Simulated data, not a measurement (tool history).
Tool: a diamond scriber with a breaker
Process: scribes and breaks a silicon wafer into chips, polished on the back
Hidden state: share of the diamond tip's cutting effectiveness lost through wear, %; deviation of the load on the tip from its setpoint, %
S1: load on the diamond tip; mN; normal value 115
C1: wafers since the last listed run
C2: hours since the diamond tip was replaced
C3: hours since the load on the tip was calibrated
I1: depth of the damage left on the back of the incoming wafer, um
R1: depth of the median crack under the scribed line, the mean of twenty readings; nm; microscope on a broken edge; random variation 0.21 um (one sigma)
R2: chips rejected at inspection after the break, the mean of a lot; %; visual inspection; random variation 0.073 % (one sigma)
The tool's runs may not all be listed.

{"run": 1, "hour": 0.0, "S1": 115, "C1": 0, "C2": 322.0, "C3": 888.6, "I1": 0.05, "R1": 10330, "R2": 16.19}
{"run": 2, "hour": 101.6, "S1": 115, "C1": 419, "C2": 423.6, "C3": 990.2, "I1": 0.03, "R1": 9610, "R2": 17.09}
{"hour": 140.3, "done": "diamond tip replaced by a new one"}
{"run": 3, "hour": 404.7, "S1": 92, "C1": 1244, "C2": 264.4, "C3": 1293.3, "I1": 0.02, "R1": 8760, "R2": 37.76}
{"run": 4, "hour": 495.6, "S1": 92, "C1": 375, "C2": 355.3, "C3": 1384.2, "I1": 0.04, "R1": 8530, "R2": 38.65}
{"hour": 521.7, "done": "diamond tip replaced by a new one, of another model than before"}
{"run": 5, "hour": 553.2, "S1": 92, "C1": 229, "C2": 31.5, "C3": 1441.8, "I1": 0.02, "R1": 10410, "R2": 11.32}
{"hour": 574.5, "done": "load on the tip recalibrated"}
{"run": 6, "hour": 648.2, "S1": 108, "C1": 384, "C2": 126.5, "C3": 73.7, "I1": 0.04, "R1": 10270, "R2": 11.51}
{"run": 7, "hour": 727.6, "S1": 91, "C1": 328, "C2": 205.9, "C3": 153.1, "I1": 0.04, "R1": 9050, "R2": 30.08}
{"run": 8, "hour": 833.4, "S1": 115, "C1": 437, "C2": 311.7, "C3": 258.9, "I1": 0.04, "R1": 9880, "R2": 20.44}
{"run": 9, "hour": 875.2, "S1": 106, "C1": 172, "C2": 353.5, "C3": 300.7, "I1": 0.04, "R1": 9010, "R2": 24.15}
{"run": 10, "hour": 938.7, "S1": 133, "C1": 262, "C2": 417.0, "C3": 364.2, "I1": 0.02, "R1": 10190, "R2": 12.99}
{"hour": 979.4, "done": "diamond tip replaced by a new one"}
{"run": 11, "hour": 1017.8, "S1": 136, "C1": 318, "C2": 38.4, "C3": 443.3, "I1": 0.05, "R1": 12320, "R2": 1.56}
{"run": 12, "hour": 1103.0, "S1": 115, "C1": 352, "C2": 123.6, "C3": 528.5, "I1": 0.02, "R1": 10600, "R2": 6.63}
{"run": 13, "hour": 1201.1, "S1": 144, "C1": 405, "C2": 221.7, "C3": 626.6, "I1": 0.04, "R1": 11750, "R2": 2.5}
{"run": 14, "hour": 1279.4, "S1": 140, "C1": 323, "C2": 300.0, "C3": 704.9, "I1": 0.03, "R1": 10870, "R2": 4.68}

What if the next run were any one of these 4? Each begins from the tool's condition after run 14:
{"run": "A", "hour": 1279.9, "S1": 115, "C1": 2, "C2": 300.5, "C3": 705.4, "I1": 0.04, "R1": "?", "R2": "?"}
{"run": "B", "hour": 1279.9, "S1": 124, "C1": 2, "C2": 300.5, "C3": 705.4, "I1": 0.04, "R1": "?", "R2": "?"}
{"run": "C", "hour": 1279.9, "S1": 139, "C1": 2, "C2": 300.5, "C3": 705.4, "I1": 0.04, "R1": "?", "R2": "?"}
{"run": "D", "hour": 1279.9, "S1": 83, "C1": 2, "C2": 300.5, "C3": 705.4, "I1": 0.04, "R1": "?", "R2": "?"}

run=A R1=9730 R2=12.85
run=B R1=10040 R2=9.19
run=C R1=10560 R2=4.73
run=D R1=8560 R2=31.78
Without the tool's unlogged condition, the same runs would have read:
run=A R1=11610 R2=1.22
run=B R1=11990 R2=1.62
run=C R1=12610 R2=3.84
run=D R1=10220 R2=7.46
